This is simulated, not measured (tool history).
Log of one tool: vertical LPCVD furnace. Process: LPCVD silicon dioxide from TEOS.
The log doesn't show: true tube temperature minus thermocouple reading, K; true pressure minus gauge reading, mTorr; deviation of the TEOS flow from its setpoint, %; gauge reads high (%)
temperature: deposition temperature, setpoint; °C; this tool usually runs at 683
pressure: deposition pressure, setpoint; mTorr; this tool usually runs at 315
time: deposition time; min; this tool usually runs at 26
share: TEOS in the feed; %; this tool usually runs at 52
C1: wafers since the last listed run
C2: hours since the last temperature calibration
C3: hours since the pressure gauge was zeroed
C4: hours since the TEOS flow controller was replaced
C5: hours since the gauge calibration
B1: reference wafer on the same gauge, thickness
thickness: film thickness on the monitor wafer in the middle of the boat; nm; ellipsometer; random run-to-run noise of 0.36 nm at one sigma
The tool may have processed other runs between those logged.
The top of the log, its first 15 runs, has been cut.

run 16 hour=784 | temperature=693 pressure=345 time=26 share=52 | C1=595 C2=3937.1 C3=398.4 C4=543.4 C5=660.4 | B1=111.99 | thickness=157.16
-- hour=820.4 thermocouples replaced and temperature profile calibrated
run 17 hour=844.2 | temperature=688 pressure=315 time=26 share=62 | C1=300 C2=23.8 C3=458.6 C4=603.6 C5=720.6 | B1=111.9 | thickness=144.82
run 18 hour=894.1 | temperature=688 pressure=315 time=20.5 share=52 | C1=413 C2=73.7 C3=508.5 C4=653.5 C5=770.5 | B1=111.92 | thickness=105.4
run 19 hour=962.9 | temperature=683 pressure=345 time=31.5 share=48 | C1=570 C2=142.5 C3=577.3 C4=722.3 C5=839.3 | B1=112.05 | thickness=143.69
run 20 hour=1033.6 | temperature=694 pressure=280 time=35 share=45 | C1=586 C2=213.2 C3=648 C4=793 C5=910 | B1=111.98 | thickness=182.63
run 21 hour=1088.1 | temperature=674 pressure=350 time=26 share=44 | C1=452 C2=267.7 C3=702.5 C4=847.5 C5=964.5 | B1=112.05 | thickness=91.95
run 22 hour=1133.5 | temperature=672 pressure=250 time=17.5 share=52 | C1=376 C2=313.1 C3=747.9 C4=892.9 C5=1009.9 | B1=111.97 | thickness=54.71
run 23 hour=1205.2 | temperature=687 pressure=390 time=35.5 share=61 | C1=594 C2=384.8 C3=819.6 C4=964.6 C5=1081.6 | B1=111.98 | thickness=214.1
run 24 hour=1235.5 | temperature=672 pressure=285 time=22 share=43 | C1=251 C2=415.1 C3=849.9 C4=994.9 C5=1111.9 | B1=112.02 | thickness=66.68
run 25 hour=1275.3 | temperature=683 pressure=315 time=26 share=52 | C1=330 C2=454.9 C3=889.7 C4=1034.7 C5=1151.7 | B1=112.12 | thickness=118.61
run 26 hour=1335.5 | temperature=683 pressure=315 time=26 share=52 | C1=499 C2=515.1 C3=949.9 C4=1094.9 C5=1211.9 | B1=111.99 | thickness=118.49
run 27 hour=1438.2 | temperature=691 pressure=345 time=26 share=52 | C1=852 C2=617.8 C3=1052.6 C4=1197.6 C5=1314.6 | B1=111.86 | thickness=150.55
run 28 hour=1485.1 | temperature=675 pressure=315 time=29.5 share=45 | C1=389 C2=664.7 C3=1099.5 C4=1244.5 C5=1361.5 | B1=112.06 | thickness=103.27
run 29 hour=1519.9 | temperature=686 pressure=285 time=18.5 share=43 | C1=288 C2=699.5 C3=1134.3 C4=1279.3 C5=1396.3 | B1=111.97 | thickness=78.47
run 30 hour=1544.7 | temperature=683 pressure=315 time=26 share=52 | C1=205 C2=724.3 C3=1159.1 C4=1304.1 C5=1421.1 | B1=111.88 | thickness=119.2
run 31 hour=1614.1 | temperature=683 pressure=315 time=26 share=52 | C1=575 C2=793.7 C3=1228.5 C4=1373.5 C5=1490.5 | B1=112.14 | thickness=118.68

Branching from run 31: 4 alternative next runs. What would each branch give?
run A hour=1619.1 | temperature=683 pressure=315 time=26 share=52 | C1=41 C2=798.7 C3=1233.5 C4=1378.5 C5=1495.5 | B1=? | thickness=?
run B hour=1619.1 | temperature=677 pressure=315 time=33 share=60 | C1=41 C2=798.7 C3=1233.5 C4=1378.5 C5=1495.5 | B1=? | thickness=?
run C hour=1619.1 | temperature=679 pressure=315 time=16 share=52 | C1=41 C2=798.7 C3=1233.5 C4=1378.5 C5=1495.5 | B1=? | thickness=?
run D hour=1619.1 | temperature=692 pressure=350 time=35.5 share=44 | C1=41 C2=798.7 C3=1233.5 C4=1378.5 C5=1495.5 | B1=? | thickness=?

run=A B1=112.06 thickness=118.8
run=B B1=112.06 thickness=140.03
run=C B1=112.06 thickness=66.36
run=D B1=112.06 thickness=194.6
Stripped of hidden state, with their random variation kept, the same runs would have yielded:
run=A thickness=116.45
run=B thickness=137.26
run=C thickness=65.05
run=D thickness=191.12
